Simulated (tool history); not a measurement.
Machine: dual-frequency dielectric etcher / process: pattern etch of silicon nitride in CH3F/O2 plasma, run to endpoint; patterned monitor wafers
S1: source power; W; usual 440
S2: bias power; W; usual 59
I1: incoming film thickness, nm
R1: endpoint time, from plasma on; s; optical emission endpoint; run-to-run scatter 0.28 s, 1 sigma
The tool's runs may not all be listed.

{"run": 1, "hour": 0.0, "S1": 440, "S2": 48, "I1": 86.7, "R1": 100.1}
{"run": 2, "hour": 70.0, "S1": 440, "S2": 59, "I1": 86.4, "R1": 94.8}
{"run": 3, "hour": 101.1, "S1": 440, "S2": 59, "I1": 85.5, "R1": 94.6}
{"run": 4, "hour": 177.4, "S1": 440, "S2": 59, "I1": 85.9, "R1": 95.4}
{"run": 5, "hour": 229.2, "S1": 440, "S2": 59, "I1": 86.4, "R1": 96.0}
{"run": 6, "hour": 298.6, "S1": 440, "S2": 59, "I1": 86.3, "R1": 96.1}
{"run": 7, "hour": 348.9, "S1": 440, "S2": 59, "I1": 85.7, "R1": 95.7}
{"run": 8, "hour": 406.5, "S1": 490, "S2": 59, "I1": 86.7, "R1": 91.8}
{"hour": 467.1, "done": "wet clean of the chamber"}
{"run": 9, "hour": 467.6, "S1": 440, "S2": 52, "I1": 85.9, "R1": 95.6}
{"run": 10, "hour": 485.6, "S1": 440, "S2": 59, "I1": 85.6, "R1": 93.1}
{"run": 11, "hour": 548.1, "S1": 440, "S2": 59, "I1": 85.5, "R1": 93.1}
{"run": 12, "hour": 617.2, "S1": 440, "S2": 59, "I1": 85.8, "R1": 93.6}
{"run": 13, "hour": 679.0, "S1": 440, "S2": 59, "I1": 86.0, "R1": 94.1}
{"run": 14, "hour": 706.8, "S1": 440, "S2": 59, "I1": 86.1, "R1": 94.3}
{"run": 15, "hour": 766.0, "S1": 550, "S2": 65, "I1": 85.9, "R1": 81.1}
{"run": 16, "hour": 805.6, "S1": 390, "S2": 66, "I1": 85.4, "R1": 97.8}
{"hour": 817.4, "done": "source power generator calibrated"}
{"run": 17, "hour": 863.9, "S1": 330, "S2": 69, "I1": 86.4, "R1": 111.3}
{"hour": 872.2, "done": "bias power generator calibrated"}
{"hour": 968.4, "done": "wet clean of the chamber"}
{"hour": 1028.4, "done": "upper electrode replaced"}
{"run": 18, "hour": 1028.9, "S1": 480, "S2": 54, "I1": 86.0, "R1": 92.5}
{"run": 19, "hour": 1066.8, "S1": 440, "S2": 59, "I1": 86.3, "R1": 95.4}
{"run": 20, "hour": 1098.6, "S1": 400, "S2": 68, "I1": 86.2, "R1": 96.9}
{"run": 21, "hour": 1157.0, "S1": 440, "S2": 69, "I1": 85.2, "R1": 90.9}
{"run": 22, "hour": 1182.8, "S1": 370, "S2": 59, "I1": 86.1, "R1": 106.4}
{"run": 23, "hour": 1238.1, "S1": 370, "S2": 55, "I1": 86.2, "R1": 108.8}
{"run": 24, "hour": 1307.4, "S1": 530, "S2": 49, "I1": 86.6, "R1": 91.6}
{"run": 25, "hour": 1337.2, "S1": 370, "S2": 55, "I1": 85.0, "R1": 108.2}
{"run": 26, "hour": 1369.8, "S1": 500, "S2": 67, "I1": 85.8, "R1": 86.6}
{"run": 27, "hour": 1430.4, "S1": 440, "S2": 59, "I1": 86.0, "R1": 97.6}
{"run": 28, "hour": 1502.3, "S1": 440, "S2": 59, "I1": 86.0, "R1": 97.9}
{"run": 29, "hour": 1541.0, "S1": 340, "S2": 59, "I1": 85.5, "R1": 113.9}

5 options for the next run, each taken on its own from the tool as it stands now. Forecast them:
{"run": "A", "hour": 1541.5, "S1": 440, "S2": 59, "I1": 85.9, "R1": "?"}
{"run": "B", "hour": 1541.5, "S1": 370, "S2": 68, "I1": 85.9, "R1": "?"}
{"run": "C", "hour": 1541.5, "S1": 510, "S2": 66, "I1": 85.9, "R1": "?"}
{"run": "D", "hour": 1541.5, "S1": 330, "S2": 68, "I1": 85.9, "R1": "?"}
{"run": "E", "hour": 1541.5, "S1": 480, "S2": 55, "I1": 85.9, "R1": "?"}

run=A R1=97.7
run=B R1=104.0
run=C R1=87.4
run=D R1=111.9
run=E R1=94.8
With no hidden state in the tool, these same runs would have given:
run=A R1=94.3
run=B R1=100.4
run=C R1=84.4
run=D R1=108.0
run=E R1=91.5
